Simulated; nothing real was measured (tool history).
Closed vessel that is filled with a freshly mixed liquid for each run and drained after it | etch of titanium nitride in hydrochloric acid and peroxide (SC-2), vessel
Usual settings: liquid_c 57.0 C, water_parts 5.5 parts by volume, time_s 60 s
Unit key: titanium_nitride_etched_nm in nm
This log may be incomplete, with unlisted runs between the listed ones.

run	day	liquid_c	water_parts	time_s	read-back film thickness of the titanium nitride reference wafer, read on the same gauge (nm)	titanium_nitride_etched_nm
1	0.000	57.0	5.5	60	80.01	5.91
2	1.508	57.0	5.5	60	79.97	5.94
3	2.471	57.0	5.5	60	80.02	5.91
4	3.562	57.0	5.5	60	79.95	5.95
5	4.312	53.5	8.5	45	79.99	2.50
# day 5.212: gauge calibrated
6	5.442	65.0	7.0	80	80.05	10.94
# day 5.750: new drum of peroxide connected
7	6.512	57.0	4.0	30	79.99	3.94
8	7.179	57.0	5.5	50	80.02	5.31
9	8.112	66.5	4.0	60	79.96	14.31
10	9.375	57.0	8.0	30	79.98	2.36
11	9.933	57.0	5.5	60	79.99	6.37
12	10.450	57.0	5.5	60	80.05	6.34
13	11.575	57.0	8.0	90	80.00	7.19
14	12.258	57.0	5.5	60	79.96	6.42
# day 12.412: chemicals flow meter replaced
15	13.588	57.0	5.5	60	79.96	5.87
# day 14.725: thermometer replaced
16	14.933	50.5	5.5	80	80.01	5.24
17	15.871	57.0	4.0	70	80.01	8.62
18	16.779	49.5	7.0	60	79.98	3.03
19	17.304	54.0	7.0	60	79.96	4.04
20	18.492	57.0	5.5	60	80.00	5.94
21	19.050	57.0	5.5	60	79.98	5.86
22	19.979	53.5	5.5	60	80.00	4.75
23	20.579	57.0	5.5	60	80.04	5.96
24	21.554	67.0	7.5	30	79.98	4.37

Run 25 has not been measured yet. What should we expect?
25	22.625	65.0	7.5	70	?	?

read-back film thickness of the titanium nitride reference wafer, read on the same gauge (nm): 79.98
titanium_nitride_etched_nm: 8.92 nm
If the tool had no hidden condition, the same run with the same run-to-run variation would have returned titanium_nitride_etched_nm 8.85 nm.
